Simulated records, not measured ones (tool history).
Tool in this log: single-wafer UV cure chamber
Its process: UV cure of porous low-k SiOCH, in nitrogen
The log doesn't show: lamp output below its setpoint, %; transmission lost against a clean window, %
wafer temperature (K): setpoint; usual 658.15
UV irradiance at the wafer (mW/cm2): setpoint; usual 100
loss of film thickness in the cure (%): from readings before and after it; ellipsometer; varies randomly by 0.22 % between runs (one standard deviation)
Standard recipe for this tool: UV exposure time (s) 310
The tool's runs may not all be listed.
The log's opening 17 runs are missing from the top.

run	hour	wafer temperature (K)	UV exposure time (s)	UV irradiance at the wafer (mW/cm2)	wafers since the last listed run	hours since the UV bulbs were replaced	wafers since the quartz window was cleaned	loss of film thickness in the cure (%)
18	512.7	658.15	160	138	231	226.1	1793	13.084
19	525.9	658.15	310	100	95	239.3	1889	14.628
20	565.2	648.15	460	130	285	278.6	2174	18.186
21	588.7	658.15	135	100	170	302.1	2345	10.584
22	618.9	658.15	220	139	219	332.3	2564	14.759
23	632.9	658.15	310	100	101	346.3	2666	14.708
24	663.7	658.15	310	100	223	377.1	2889	14.551
25	695.8	674.15	310	100	233	409.2	3122	15.163
26	708.5	668.15	245	132	92	421.9	3215	14.844
# hour 742.2: quartz window cleaned
27	742.6	665.15	310	100	189	456	2	14.83
28	770.8	642.15	130	60	204	484.2	207	7.509
29	797.9	666.15	445	100	196	511.3	404	16.846
30	823.1	648.15	460	130	182	536.5	587	17.632

Branching from run 30: 5 alternative next runs. What would each branch give?
A	823.6	667.15	310	100	3	537	591	?
B	823.6	658.15	260	100	3	537	591	?
C	823.6	658.15	405	100	3	537	591	?
D	823.6	646.15	310	100	3	537	591	?
E	823.6	658.15	135	70	3	537	591	?

run	loss of film thickness in the cure (%)
A	14.533
B	13.439
C	15.754
D	14.092
E	8.501
Without the tool's hidden state the same runs would have given:
run	loss of film thickness in the cure (%)
A	15.53
B	14.417
C	16.768
D	15.082
E	9.391
